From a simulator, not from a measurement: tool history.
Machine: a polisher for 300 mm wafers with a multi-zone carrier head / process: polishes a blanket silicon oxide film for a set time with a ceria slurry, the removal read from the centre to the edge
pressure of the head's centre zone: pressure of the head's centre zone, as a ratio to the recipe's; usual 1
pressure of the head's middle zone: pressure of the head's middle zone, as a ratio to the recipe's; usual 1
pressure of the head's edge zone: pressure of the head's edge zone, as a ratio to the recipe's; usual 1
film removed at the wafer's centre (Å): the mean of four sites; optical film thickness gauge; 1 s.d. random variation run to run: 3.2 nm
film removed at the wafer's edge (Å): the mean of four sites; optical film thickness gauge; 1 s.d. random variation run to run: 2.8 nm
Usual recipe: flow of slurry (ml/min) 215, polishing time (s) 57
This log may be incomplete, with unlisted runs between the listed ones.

run   hour  flow of slurry (ml/min)  pressure of the head's centre zone  pressure of the head's middle zone  pressure of the head's edge zone  polishing time (s)  incoming thickness of the incoming film, nm  film removed at the wafer's centre (Å)  film removed at the wafer's edge (Å)
  1      0                      215                                   1                                   1                                 1                  57                                        907.6                                    2851                                  2777
  2   11.7                      215                                0.97                                   1                                 1                  57                                        907.1                                    2676                                  2736
  3   23.6                      215                                0.97                                   1                                 1                  57                                        931.9                                    2707                                  2710
  4   30.5                      215                                   1                                   1                                 1                  57                                        912.8                                    2783                                  2695
  5   46.7                      215                                   1                                   1                                 1                  57                                        906.6                                    2722                                  2633
      58.7  -- carrier head's membrane replaced by a new one
      60.4  -- worn pad replaced by a new one
  6   60.9                      215                                   1                                   1                                 1                  57                                        920.7                                    2865                                  2785
  7   61.7                      215                                   1                                   1                                 1                  57                                        908.6                                    2889                                  2817
  8   76.9                      215                                   1                                   1                                 1                  57                                        904.9                                    2841                                  2782
  9   93.3                      160                                   1                                   1                              0.93                  57                                        927.4                                    2720                                  2597
 10   99.6                      215                                   1                                   1                                 1                  57                                        929.6                                    2831                                  2787
     105.1  -- slurry nozzle cleaned
     109.5  -- centre zone pressure recalibrated
 11  110.7                      215                                   1                                   1                                 1                  57                                        919.5                                    2808                                  2751
 12  126.7                      195                                0.94                                   1                                 1                  57                                        906.7                                    2514                                  2631
       144  -- edge zone pressure recalibrated
     168.5  -- worn pad replaced by a new one
 13    169                      215                                   1                                1.04                              1.08                  57                                          916                                    2864                                  2910
 14  176.3                      215                                   1                                   1                              1.06                  57                                        909.8                                    2842                                  2852
 15  184.4                      155                                 1.1                                   1                                 1                  57                                        927.9                                    3056                                  2699
 16  190.7                      215                                0.95                                0.92                               0.9                  57                                        918.2                                    2690                                  2663

Consider 5 possible next runs. They are alternatives, not a sequence: every one starts from the tool as it was left by run 16. What does each give?
  A  191.1                      215                                   1                                   1                                 1                  57                                          922                                       ?                                     ?
  B  191.1                      215                                   1                                0.91                              0.96                  57                                          922                                       ?                                     ?
  C  191.1                      260                                   1                                   1                              1.05                  57                                          922                                       ?                                     ?
  D  191.1                      215                                   1                                   1                                 1                  47                                          922                                       ?                                     ?
  E  191.1                      270                                0.94                                1.06                                 1                  73                                          922                                       ?                                     ?

run  film removed at the wafer's centre (Å)  film removed at the wafer's edge (Å)
  A                                    2849                                  2778
  B                                    2847                                  2730
  C                                    2897                                  2873
  D                                    2349                                  2290
  E                                    3498                                  3603
With no hidden state in the tool, these same runs would have given:
run  film removed at the wafer's centre (Å)  film removed at the wafer's edge (Å)
  A                                    2872                                  2801
  B                                    2870                                  2753
  C                                    2921                                  2897
  D                                    2368                                  2309
  E                                    3528                                  3633
